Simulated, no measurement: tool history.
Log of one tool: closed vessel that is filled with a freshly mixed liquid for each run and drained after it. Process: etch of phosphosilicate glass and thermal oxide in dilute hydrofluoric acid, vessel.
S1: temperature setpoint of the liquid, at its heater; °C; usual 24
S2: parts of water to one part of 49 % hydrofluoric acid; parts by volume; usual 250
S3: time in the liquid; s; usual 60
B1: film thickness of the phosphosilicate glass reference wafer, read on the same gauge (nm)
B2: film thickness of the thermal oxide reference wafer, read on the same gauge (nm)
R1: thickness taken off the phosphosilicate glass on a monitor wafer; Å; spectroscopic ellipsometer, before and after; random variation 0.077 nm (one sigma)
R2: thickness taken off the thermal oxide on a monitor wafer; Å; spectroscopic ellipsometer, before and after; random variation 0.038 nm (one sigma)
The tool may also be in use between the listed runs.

{"run": 1, "hour": 0.0, "S1": 24, "S2": 250, "S3": 60, "B1": 50.01, "B2": 150.016, "R1": 177.2, "R2": 10.28}
{"run": 2, "hour": 8.7, "S1": 24, "S2": 250, "S3": 60, "B1": 49.99, "B2": 150.007, "R1": 175, "R2": 10.51}
{"run": 3, "hour": 26.0, "S1": 28.5, "S2": 250, "S3": 80, "B1": 50.02, "B2": 149.996, "R1": 278.2, "R2": 17.86}
{"run": 4, "hour": 41.0, "S1": 24, "S2": 355, "S3": 45, "B1": 50.02, "B2": 149.989, "R1": 85.6, "R2": 5.31}
{"run": 5, "hour": 57.5, "S1": 29, "S2": 250, "S3": 60, "B1": 49.95, "B2": 150.01, "R1": 209, "R2": 13}
{"run": 6, "hour": 73.9, "S1": 24, "S2": 250, "S3": 60, "B1": 49.96, "B2": 150.014, "R1": 178, "R2": 10.47}
{"run": 7, "hour": 81.8, "S1": 27, "S2": 355, "S3": 85, "B1": 49.99, "B2": 149.986, "R1": 178.8, "R2": 10.46}
{"run": 8, "hour": 130.7, "S1": 24, "S2": 250, "S3": 60, "B1": 49.99, "B2": 149.995, "R1": 180, "R2": 11.37}
{"run": 9, "hour": 142.8, "S1": 24, "S2": 340, "S3": 30, "B1": 50.04, "B2": 150.004, "R1": 60.8, "R2": 3.6}
{"run": 10, "hour": 158.8, "S1": 24, "S2": 250, "S3": 60, "B1": 49.98, "B2": 150.005, "R1": 178.4, "R2": 10.69}
{"run": 11, "hour": 171.3, "S1": 24, "S2": 375, "S3": 40, "B1": 50.01, "B2": 149.982, "R1": 71.6, "R2": 4.46}
{"run": 12, "hour": 179.5, "S1": 20.5, "S2": 145, "S3": 90, "B1": 49.97, "B2": 149.998, "R1": 453, "R2": 27.6}
{"run": 13, "hour": 193.1, "S1": 26.5, "S2": 175, "S3": 70, "B1": 50.02, "B2": 149.989, "R1": 355.4, "R2": 21.01}
{"run": 14, "hour": 203.1, "S1": 24, "S2": 130, "S3": 90, "B1": 49.96, "B2": 149.999, "R1": 593.6, "R2": 34.82}
{"run": 15, "hour": 210.9, "S1": 19.5, "S2": 350, "S3": 70, "B1": 50, "B2": 149.985, "R1": 117.2, "R2": 7.49}
{"hour": 223.1, "done": "hydrofluoric acid flow meter replaced"}
{"hour": 223.2, "done": "gauge calibrated"}
{"run": 16, "hour": 226.5, "S1": 29, "S2": 250, "S3": 60, "B1": 49.99, "B2": 150.003, "R1": 183.4, "R2": 11.03}
{"hour": 231.7, "done": "thermometer replaced"}
{"run": 17, "hour": 237.7, "S1": 24, "S2": 250, "S3": 30, "B1": 50.06, "B2": 150.007, "R1": 74.3, "R2": 4.22}
{"run": 18, "hour": 254.7, "S1": 20, "S2": 205, "S3": 85, "B1": 50, "B2": 149.999, "R1": 232.5, "R2": 14.21}
{"run": 19, "hour": 262.8, "S1": 19, "S2": 180, "S3": 80, "B1": 50, "B2": 150.011, "R1": 244.2, "R2": 14.8}
{"run": 20, "hour": 280.2, "S1": 19.5, "S2": 170, "S3": 60, "B1": 49.97, "B2": 150.019, "R1": 199, "R2": 11.28}
{"run": 21, "hour": 323.0, "S1": 20, "S2": 170, "S3": 40, "B1": 49.96, "B2": 150.01, "R1": 137, "R2": 8.76}
{"run": 22, "hour": 330.8, "S1": 19.5, "S2": 140, "S3": 40, "B1": 50.01, "B2": 149.991, "R1": 168, "R2": 10.31}
{"run": 23, "hour": 340.9, "S1": 21.5, "S2": 135, "S3": 60, "B1": 49.97, "B2": 150.005, "R1": 282.6, "R2": 17.59}
{"run": 24, "hour": 373.3, "S1": 27, "S2": 250, "S3": 60, "B1": 50.03, "B2": 149.995, "R1": 166.6, "R2": 10.65}
{"run": 25, "hour": 381.6, "S1": 24, "S2": 250, "S3": 60, "B1": 50.01, "B2": 149.992, "R1": 149.5, "R2": 9.39}
{"run": 26, "hour": 389.0, "S1": 22, "S2": 355, "S3": 90, "B1": 50.02, "B2": 149.995, "R1": 134, "R2": 8.72}

3 ways to go on from here, each from the tool as it stands after run 26. What would each give?
{"run": "A", "hour": 389.7, "S1": 24, "S2": 250, "S3": 60, "B1": "?", "B2": "?", "R1": "?", "R2": "?"}
{"run": "B", "hour": 389.7, "S1": 24, "S2": 285, "S3": 60, "B1": "?", "B2": "?", "R1": "?", "R2": "?"}
{"run": "C", "hour": 389.7, "S1": 20, "S2": 250, "S3": 60, "B1": "?", "B2": "?", "R1": "?", "R2": "?"}

run=A B1=50.01 B2=149.982 R1=150.8 R2=9.92
run=B B1=50.01 B2=149.982 R1=127.7 R2=8.4
run=C B1=50.01 B2=149.982 R1=130.2 R2=8.57
Without the tool's hidden state the same runs would have given:
run=A R1=146.3 R2=9.63
run=B R1=123.9 R2=8.16
run=C R1=126.3 R2=8.32
